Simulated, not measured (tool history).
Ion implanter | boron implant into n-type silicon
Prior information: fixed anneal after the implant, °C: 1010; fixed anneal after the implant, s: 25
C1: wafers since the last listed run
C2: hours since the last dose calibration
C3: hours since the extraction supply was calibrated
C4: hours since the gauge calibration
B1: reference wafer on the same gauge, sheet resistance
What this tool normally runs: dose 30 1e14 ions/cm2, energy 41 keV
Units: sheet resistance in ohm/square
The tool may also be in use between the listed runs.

Run 1, hour 0: usual settings; C1 0; C2 1943.6; C3 795.6; C4 221.5; B1 44.79. Result: sheet resistance 47.94 ohm/square.
Run 2, hour 62.5: usual settings; C1 1978; C2 2006.1; C3 858.1; C4 284; B1 44.8. Result: sheet resistance 47.81 ohm/square.
Run 3, hour 121.5: usual settings but dose 23.46 1e14 ions/cm2; C1 1867; C2 2065.1; C3 917.1; C4 343; B1 44.8. Result: sheet resistance 56.55 ohm/square.
Run 4, hour 170.6: usual settings; C1 1554; C2 2114.2; C3 966.2; C4 392.1; B1 44.8. Result: sheet resistance 48.02 ohm/square.
Run 5, hour 198.5: usual settings; C1 883; C2 2142.1; C3 994.1; C4 420; B1 44.81. Result: sheet resistance 48.21 ohm/square.
Run 6, hour 232.4: usual settings; C1 1072; C2 2176; C3 1028; C4 453.9; B1 44.8. Result: sheet resistance 48.07 ohm/square.
Run 7, hour 434.8: usual settings; C1 6406; C2 2378.4; C3 1230.4; C4 656.3; B1 44.81. Result: sheet resistance 48.22 ohm/square.
At hour 464: Faraday cup replaced and dose calibrated.
Run 8, hour 475.4: usual settings; C1 1031; C2 11.4; C3 1271; C4 696.9; B1 44.81. Result: sheet resistance 49.09 ohm/square.
Run 9, hour 527.7: usual settings; C1 1655; C2 63.7; C3 1323.3; C4 749.2; B1 44.8. Result: sheet resistance 49.05 ohm/square.
Run 10, hour 572: usual settings; C1 1402; C2 108; C3 1367.6; C4 793.5; B1 44.78. Result: sheet resistance 49.27 ohm/square.
Run 11, hour 611.6: usual settings; C1 1253; C2 147.6; C3 1407.2; C4 833.1; B1 44.79. Result: sheet resistance 49.13 ohm/square.
Run 12, hour 662.1: usual settings; C1 1598; C2 198.1; C3 1457.7; C4 883.6; B1 44.79. Result: sheet resistance 49.07 ohm/square.
Run 13, hour 727.9: usual settings; C1 2082; C2 263.9; C3 1523.5; C4 949.4; B1 44.79. Result: sheet resistance 48.89 ohm/square.
Run 14, hour 763.3: usual settings; C1 1120; C2 299.3; C3 1558.9; C4 984.8; B1 44.82. Result: sheet resistance 49.22 ohm/square.
Run 15, hour 799: usual settings; C1 1129; C2 335; C3 1594.6; C4 1020.5; B1 44.8. Result: sheet resistance 48.93 ohm/square.
At hour 834.9: Faraday cup replaced and dose calibrated, repeated, since the last time left the tool worse.
Run 16, hour 836.9: usual settings; C1 946; C2 2; C3 1632.5; C4 1058.4; B1 44.8. Result: sheet resistance 47.24 ohm/square.
Run 17, hour 896.6: usual settings; C1 1889; C2 61.7; C3 1692.2; C4 1118.1; B1 44.79. Result: sheet resistance 47.47 ohm/square.
Run 18, hour 932.3: usual settings but dose 37.4 1e14 ions/cm2, energy 50 keV; C1 1129; C2 97.4; C3 1727.9; C4 1153.8; B1 44.79. Result: sheet resistance 40.01 ohm/square.
Run 19, hour 991.8: usual settings but dose 23.92 1e14 ions/cm2, energy 31 keV; C1 1883; C2 156.9; C3 1787.4; C4 1213.3; B1 44.8. Result: sheet resistance 57.95 ohm/square.
Run 20, hour 1041.4: usual settings; C1 1569; C2 206.5; C3 1837; C4 1262.9; B1 44.79. Result: sheet resistance 47.39 ohm/square.
Run 21, hour 1102.2: usual settings; C1 1924; C2 267.3; C3 1897.8; C4 1323.7; B1 44.8. Result: sheet resistance 47.35 ohm/square.
At hour 1112.9: extraction supply calibrated.
Run 22, hour 1163.1: usual settings but dose 23.7 1e14 ions/cm2; C1 1674; C2 328.2; C3 50.2; C4 1384.6; B1 44.78. Result: sheet resistance 55.1 ohm/square.
Run 23, hour 1219.2: usual settings but dose 33.46 1e14 ions/cm2; C1 1775; C2 384.3; C3 106.3; C4 1440.7; B1 44.79. Result: sheet resistance 44.55 ohm/square.
Run 24, hour 1275.6: usual settings; C1 1785; C2 440.7; C3 162.7; C4 1497.1; B1 44.8. Result: sheet resistance 47.48 ohm/square.
At hour 1296.9: gauge calibrated.
Run 25, hour 1316.2: usual settings but dose 38.54 1e14 ions/cm2, energy 37.5 keV; C1 1285; C2 481.3; C3 203.3; C4 19.3; B1 44.82. Result: sheet resistance 42.96 ohm/square.
Run 26, hour 1354.5: usual settings but dose 35.33 1e14 ions/cm2, energy 36.5 keV; C1 1212; C2 519.6; C3 241.6; C4 57.6; B1 44.79. Result: sheet resistance 44.8 ohm/square.
Run 27, hour 1407.5: usual settings but dose 36.74 1e14 ions/cm2, energy 29.5 keV; C1 1677; C2 572.6; C3 294.6; C4 110.6; B1 44.79. Result: sheet resistance 47.73 ohm/square.
Run 28, hour 1436.9: usual settings but dose 36.65 1e14 ions/cm2; C1 930; C2 602; C3 324; C4 140; B1 44.8. Result: sheet resistance 42.69 ohm/square.
Run 29, hour 1491.7: usual settings; C1 1734; C2 656.8; C3 378.8; C4 194.8; B1 44.8. Result: sheet resistance 47.4 ohm/square.
Run 30, hour 1524.1: usual settings but dose 23.86 1e14 ions/cm2; C1 1025; C2 689.2; C3 411.2; C4 227.2; B1 44.79. Result: sheet resistance 54.8 ohm/square.
Run 31, hour 1575.9: usual settings but energy 31 keV; C1 1639; C2 741; C3 463; C4 279; B1 44.8. Result: sheet resistance 51.09 ohm/square.
Run 32, hour 1603.6: usual settings; C1 876; C2 768.7; C3 490.7; C4 306.7; B1 44.8. Result: sheet resistance 47.43 ohm/square.
Run 33, hour 1637.8: usual settings but dose 36.23 1e14 ions/cm2, energy 28.5 keV; C1 1082; C2 802.9; C3 524.9; C4 340.9; B1 44.81. Result: sheet resistance 48.86 ohm/square.
Run 34, hour 1686.3: usual settings but dose 35.44 1e14 ions/cm2; C1 1535; C2 851.4; C3 573.4; C4 389.4; B1 44.79. Result: sheet resistance 43.25 ohm/square.
Run 35, hour 1756.9: usual settings; C1 2234; C2 922; C3 644; C4 460; B1 44.79. Result: sheet resistance 47.46 ohm/square.
Run 36, hour 1826.3: usual settings; C1 2196; C2 991.4; C3 713.4; C4 529.4; B1 44.8. Result: sheet resistance 47.56 ohm/square.

What if the next run were any one of these 5? Each begins from the tool's condition after run 36:
Run A, hour 1826.7: usual settings; C1 12; C2 991.8; C3 713.8; C4 529.8; B1 ?. Result: sheet resistance ?.
Run B, hour 1826.7: usual settings but dose 22.29 1e14 ions/cm2, energy 47.5 keV; C1 12; C2 991.8; C3 713.8; C4 529.8; B1 ?. Result: sheet resistance ?.
Run C, hour 1826.7: usual settings but dose 21.92 1e14 ions/cm2, energy 32.5 keV; C1 12; C2 991.8; C3 713.8; C4 529.8; B1 ?. Result: sheet resistance ?.
Run D, hour 1826.7: usual settings but dose 25.5 1e14 ions/cm2; C1 12; C2 991.8; C3 713.8; C4 529.8; B1 ?. Result: sheet resistance ?.
Run E, hour 1826.7: usual settings but dose 33.9 1e14 ions/cm2, energy 30 keV; C1 12; C2 991.8; C3 713.8; C4 529.8; B1 ?. Result: sheet resistance ?.

run     B1  sheet resistance
  A  44.79             47.24
  B  44.79             56.56
  C  44.79              60.4
  D  44.79             52.38
  E  44.79             48.68
Without the tool's hidden state the same runs would have given:
run  sheet resistance
  A             46.93
  B             56.07
  C             59.94
  D             51.98
  E             48.47
